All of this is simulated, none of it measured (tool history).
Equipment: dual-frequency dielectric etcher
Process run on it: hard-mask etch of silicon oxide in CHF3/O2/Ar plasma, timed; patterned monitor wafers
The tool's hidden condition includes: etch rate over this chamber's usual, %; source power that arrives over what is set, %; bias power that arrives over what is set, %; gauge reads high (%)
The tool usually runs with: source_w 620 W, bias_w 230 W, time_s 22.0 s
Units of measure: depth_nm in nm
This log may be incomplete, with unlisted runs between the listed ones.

run,hour,source_w,bias_w,time_s,wafers since the last listed run,hours since the last wet clean,hours since the last source power generator calibration,hours since the last bias power generator calibration,hours since the last upper electrode change,hours since the gauge calibration,"read-back reference wafer on the same gauge, depth_nm",depth_nm
1,0.0,620,230,22.0,0,288.9,3164.4,1811.9,2513.4,1182.3,51.73,54.11
2,52.5,620,230,22.0,640,341.4,3216.9,1864.4,2565.9,1234.8,51.67,54.21
3,101.9,620,194,20.0,602,390.8,3266.3,1913.8,2615.3,1284.2,51.68,46.41
4,169.7,730,230,22.0,826,458.6,3334.1,1981.6,2683.1,1352.0,51.71,57.24
5,245.3,730,230,22.0,922,534.2,3409.7,2057.2,2758.7,1427.6,51.68,56.94
# hour 349.0: wet clean of the chamber
6,349.5,730,230,22.0,978,0.5,3513.9,2161.4,2862.9,1531.8,51.69,57.24
7,375.1,620,217,19.5,312,26.1,3539.5,2187.0,2888.5,1557.4,51.67,46.93
8,438.5,670,230,22.0,773,89.5,3602.9,2250.4,2951.9,1620.8,51.73,55.56
9,534.5,620,230,22.0,1170,185.5,3698.9,2346.4,3047.9,1716.8,51.69,54.21
10,622.0,620,230,22.0,1067,273.0,3786.4,2433.9,3135.4,1804.3,51.64,54.18
# hour 624.7: gauge calibrated
# hour 918.3: wet clean of the chamber
11,939.7,620,230,22.0,3582,21.4,4104.1,2751.6,3453.1,315.0,51.72,54.03
12,994.2,620,230,22.0,664,75.9,4158.6,2806.1,3507.6,369.5,51.70,54.47
13,1064.9,620,230,22.0,862,146.6,4229.3,2876.8,3578.3,440.2,51.73,54.22
# hour 1083.3: source power generator calibrated
# hour 1190.2: bias power generator calibrated
14,1278.2,620,230,22.0,2503,359.9,194.9,88.0,3791.6,653.5,51.71,54.29
# hour 1329.3: upper electrode replaced
15,1329.8,520,230,22.0,336,411.5,246.5,139.6,0.5,705.1,51.69,51.40
16,1385.9,620,191,22.0,684,467.6,302.6,195.7,56.6,761.2,51.63,50.80
# hour 1492.2: wet clean of the chamber
17,1492.7,620,175,22.0,1009,0.5,409.4,302.5,163.4,868.0,51.69,49.33
18,1575.2,730,178,28.5,1006,83.0,491.9,385.0,245.9,950.5,51.69,67.33
19,1668.1,510,276,24.0,1133,175.9,584.8,477.9,338.8,1043.4,51.71,59.76
20,1737.1,750,230,28.0,841,244.9,653.8,546.9,407.8,1112.4,51.69,73.15
21,1787.4,470,266,25.0,613,295.2,704.1,597.2,458.1,1162.7,51.63,60.18
22,1826.3,460,230,19.0,474,334.1,743.0,636.1,497.0,1201.6,51.67,42.90

3 options for the next run, each taken on its own from the tool as it stands now. Forecast them:
A,1826.7,620,285,22.0,4,334.5,743.4,636.5,497.4,1202.0,?,?
B,1826.7,520,269,24.5,4,334.5,743.4,636.5,497.4,1202.0,?,?
C,1826.7,580,206,19.5,4,334.5,743.4,636.5,497.4,1202.0,?,?

run,"read-back reference wafer on the same gauge, depth_nm",depth_nm
A,51.69,58.60
B,51.69,60.62
C,51.69,45.11
Take away the tool's hidden state, keep each run's random variation, and the runs would have read:
run,depth_nm
A,58.60
B,60.62
C,45.11
